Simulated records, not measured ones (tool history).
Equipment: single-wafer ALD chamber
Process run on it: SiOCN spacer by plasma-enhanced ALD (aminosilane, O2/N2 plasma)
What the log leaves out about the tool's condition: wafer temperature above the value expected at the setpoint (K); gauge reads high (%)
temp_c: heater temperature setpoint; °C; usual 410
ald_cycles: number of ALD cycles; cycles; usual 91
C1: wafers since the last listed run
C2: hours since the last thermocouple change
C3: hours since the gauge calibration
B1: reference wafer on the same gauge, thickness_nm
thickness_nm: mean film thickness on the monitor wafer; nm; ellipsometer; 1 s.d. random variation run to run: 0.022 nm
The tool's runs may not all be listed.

{"run": 1, "hour": 0.0, "temp_c": 410, "ald_cycles": 91, "C1": 0, "C2": 166.0, "C3": 1284.0, "B1": 5.563, "thickness_nm": 5.343}
{"run": 2, "hour": 65.7, "temp_c": 410, "ald_cycles": 97, "C1": 247, "C2": 231.7, "C3": 1349.7, "B1": 5.559, "thickness_nm": 5.689}
{"run": 3, "hour": 172.4, "temp_c": 410, "ald_cycles": 97, "C1": 402, "C2": 338.4, "C3": 1456.4, "B1": 5.559, "thickness_nm": 5.68}
{"run": 4, "hour": 264.0, "temp_c": 410, "ald_cycles": 97, "C1": 345, "C2": 430.0, "C3": 1548.0, "B1": 5.56, "thickness_nm": 5.749}
{"run": 5, "hour": 352.0, "temp_c": 417, "ald_cycles": 100, "C1": 331, "C2": 518.0, "C3": 1636.0, "B1": 5.559, "thickness_nm": 5.727}
{"run": 6, "hour": 420.4, "temp_c": 407, "ald_cycles": 91, "C1": 257, "C2": 586.4, "C3": 1704.4, "B1": 5.56, "thickness_nm": 5.43}
{"run": 7, "hour": 491.4, "temp_c": 410, "ald_cycles": 101, "C1": 267, "C2": 657.4, "C3": 1775.4, "B1": 5.56, "thickness_nm": 5.969}
{"run": 8, "hour": 591.3, "temp_c": 410, "ald_cycles": 101, "C1": 376, "C2": 757.3, "C3": 1875.3, "B1": 5.559, "thickness_nm": 5.951}
{"run": 9, "hour": 635.7, "temp_c": 410, "ald_cycles": 101, "C1": 167, "C2": 801.7, "C3": 1919.7, "B1": 5.56, "thickness_nm": 6.017}
{"run": 10, "hour": 708.9, "temp_c": 410, "ald_cycles": 99, "C1": 275, "C2": 874.9, "C3": 1992.9, "B1": 5.558, "thickness_nm": 5.904}
{"run": 11, "hour": 753.6, "temp_c": 410, "ald_cycles": 99, "C1": 168, "C2": 919.6, "C3": 2037.6, "B1": 5.558, "thickness_nm": 5.852}
{"run": 12, "hour": 1043.4, "temp_c": 410, "ald_cycles": 82, "C1": 1092, "C2": 1209.4, "C3": 2327.4, "B1": 5.559, "thickness_nm": 4.905}
{"run": 13, "hour": 1101.3, "temp_c": 410, "ald_cycles": 82, "C1": 218, "C2": 1267.3, "C3": 2385.3, "B1": 5.558, "thickness_nm": 4.886}
{"run": 14, "hour": 1148.8, "temp_c": 410, "ald_cycles": 91, "C1": 179, "C2": 1314.8, "C3": 2432.8, "B1": 5.561, "thickness_nm": 5.415}
{"run": 15, "hour": 1238.5, "temp_c": 410, "ald_cycles": 91, "C1": 338, "C2": 1404.5, "C3": 2522.5, "B1": 5.561, "thickness_nm": 5.399}
{"run": 16, "hour": 1328.9, "temp_c": 410, "ald_cycles": 85, "C1": 340, "C2": 1494.9, "C3": 2612.9, "B1": 5.559, "thickness_nm": 5.062}
{"run": 17, "hour": 1368.6, "temp_c": 402, "ald_cycles": 91, "C1": 149, "C2": 1534.6, "C3": 2652.6, "B1": 5.56, "thickness_nm": 5.426}
{"run": 18, "hour": 1410.4, "temp_c": 419, "ald_cycles": 79, "C1": 157, "C2": 1576.4, "C3": 2694.4, "B1": 5.558, "thickness_nm": 4.556}
{"run": 19, "hour": 1491.1, "temp_c": 419, "ald_cycles": 79, "C1": 304, "C2": 1657.1, "C3": 2775.1, "B1": 5.562, "thickness_nm": 4.541}
{"run": 20, "hour": 1592.3, "temp_c": 401, "ald_cycles": 91, "C1": 381, "C2": 1758.3, "C3": 2876.3, "B1": 5.56, "thickness_nm": 5.429}
{"run": 21, "hour": 1659.1, "temp_c": 401, "ald_cycles": 91, "C1": 251, "C2": 1825.1, "C3": 2943.1, "B1": 5.558, "thickness_nm": 5.482}
{"run": 22, "hour": 1720.2, "temp_c": 410, "ald_cycles": 91, "C1": 230, "C2": 1886.2, "C3": 3004.2, "B1": 5.561, "thickness_nm": 5.434}
{"run": 23, "hour": 1767.8, "temp_c": 403, "ald_cycles": 98, "C1": 179, "C2": 1933.8, "C3": 3051.8, "B1": 5.561, "thickness_nm": 5.849}
{"run": 24, "hour": 1874.6, "temp_c": 404, "ald_cycles": 100, "C1": 402, "C2": 2040.6, "C3": 3158.6, "B1": 5.555, "thickness_nm": 5.993}
{"run": 25, "hour": 1931.2, "temp_c": 410, "ald_cycles": 91, "C1": 213, "C2": 2097.2, "C3": 3215.2, "B1": 5.553, "thickness_nm": 5.431}
{"run": 26, "hour": 2008.0, "temp_c": 422, "ald_cycles": 91, "C1": 289, "C2": 2174.0, "C3": 3292.0, "B1": 5.56, "thickness_nm": 5.199}
{"run": 27, "hour": 2102.3, "temp_c": 410, "ald_cycles": 91, "C1": 355, "C2": 2268.3, "C3": 3386.3, "B1": 5.561, "thickness_nm": 5.456}
{"run": 28, "hour": 2159.1, "temp_c": 420, "ald_cycles": 97, "C1": 214, "C2": 2325.1, "C3": 3443.1, "B1": 5.562, "thickness_nm": 5.564}
{"run": 29, "hour": 2240.9, "temp_c": 402, "ald_cycles": 80, "C1": 308, "C2": 2406.9, "C3": 3524.9, "B1": 5.564, "thickness_nm": 4.79}
{"run": 30, "hour": 2320.9, "temp_c": 402, "ald_cycles": 83, "C1": 301, "C2": 2486.9, "C3": 3604.9, "B1": 5.561, "thickness_nm": 4.953}
{"run": 31, "hour": 2363.7, "temp_c": 419, "ald_cycles": 79, "C1": 161, "C2": 2529.7, "C3": 3647.7, "B1": 5.564, "thickness_nm": 4.543}
{"run": 32, "hour": 2413.6, "temp_c": 400, "ald_cycles": 91, "C1": 188, "C2": 2579.6, "C3": 3697.6, "B1": 5.563, "thickness_nm": 5.478}
{"hour": 2435.2, "done": "thermocouple changed; heater temperature recalibrated"}
{"run": 33, "hour": 2482.9, "temp_c": 410, "ald_cycles": 91, "C1": 231, "C2": 47.7, "C3": 3766.9, "B1": 5.553, "thickness_nm": 5.312}
{"hour": 2531.7, "done": "gauge calibrated"}
{"run": 34, "hour": 2561.8, "temp_c": 402, "ald_cycles": 99, "C1": 297, "C2": 126.6, "C3": 30.1, "B1": 5.561, "thickness_nm": 5.936}
{"run": 35, "hour": 2627.5, "temp_c": 416, "ald_cycles": 79, "C1": 247, "C2": 192.3, "C3": 95.8, "B1": 5.558, "thickness_nm": 4.55}
{"run": 36, "hour": 2673.8, "temp_c": 398, "ald_cycles": 84, "C1": 174, "C2": 238.6, "C3": 142.1, "B1": 5.561, "thickness_nm": 5.054}
{"run": 37, "hour": 2767.3, "temp_c": 410, "ald_cycles": 106, "C1": 352, "C2": 332.1, "C3": 235.6, "B1": 5.559, "thickness_nm": 6.252}
{"run": 38, "hour": 2864.8, "temp_c": 403, "ald_cycles": 91, "C1": 367, "C2": 429.6, "C3": 333.1, "B1": 5.559, "thickness_nm": 5.473}
{"run": 39, "hour": 2908.4, "temp_c": 410, "ald_cycles": 81, "C1": 164, "C2": 473.2, "C3": 376.7, "B1": 5.56, "thickness_nm": 4.787}
{"run": 40, "hour": 3013.0, "temp_c": 410, "ald_cycles": 91, "C1": 394, "C2": 577.8, "C3": 481.3, "B1": 5.56, "thickness_nm": 5.376}
{"run": 41, "hour": 3075.7, "temp_c": 415, "ald_cycles": 82, "C1": 236, "C2": 640.5, "C3": 544.0, "B1": 5.562, "thickness_nm": 4.782}
{"run": 42, "hour": 3176.5, "temp_c": 414, "ald_cycles": 91, "C1": 380, "C2": 741.3, "C3": 644.8, "B1": 5.565, "thickness_nm": 5.293}
{"run": 43, "hour": 3215.6, "temp_c": 410, "ald_cycles": 104, "C1": 147, "C2": 780.4, "C3": 683.9, "B1": 5.556, "thickness_nm": 6.154}
{"run": 44, "hour": 3307.4, "temp_c": 410, "ald_cycles": 91, "C1": 346, "C2": 872.2, "C3": 775.7, "B1": 5.562, "thickness_nm": 5.419}

State the hidden condition of the tool at each of the runs:
gauge reads high (%): 0 at every run
H1: wafer temperature above the value expected at the setpoint (K)
run=1 H1=-1.29
run=2 H1=-1.67
run=3 H1=-2.23
run=4 H1=-2.66
run=5 H1=-3.03
run=6 H1=-3.29
run=7 H1=-3.55
run=8 H1=-3.87
run=9 H1=-4
run=10 H1=-4.2
run=11 H1=-4.32
run=12 H1=-4.94
run=13 H1=-5.04
run=14 H1=-5.12
run=15 H1=-5.26
run=16 H1=-5.38
run=17 H1=-5.43
run=18 H1=-5.48
run=19 H1=-5.57
run=20 H1=-5.67
run=21 H1=-5.74
run=22 H1=-5.79
run=23 H1=-5.83
run=24 H1=-5.91
run=25 H1=-5.94
run=26 H1=-5.99
run=27 H1=-6.04
run=28 H1=-6.07
run=29 H1=-6.11
run=30 H1=-6.15
run=31 H1=-6.16
run=32 H1=-6.18
run=33 H1=-0.353
run=34 H1=-0.872
run=35 H1=-1.27
run=36 H1=-1.53
run=37 H1=-2.02
run=38 H1=-2.48
run=39 H1=-2.67
run=40 H1=-3.08
run=41 H1=-3.31
run=42 H1=-3.64
run=43 H1=-3.76
run=44 H1=-4.02

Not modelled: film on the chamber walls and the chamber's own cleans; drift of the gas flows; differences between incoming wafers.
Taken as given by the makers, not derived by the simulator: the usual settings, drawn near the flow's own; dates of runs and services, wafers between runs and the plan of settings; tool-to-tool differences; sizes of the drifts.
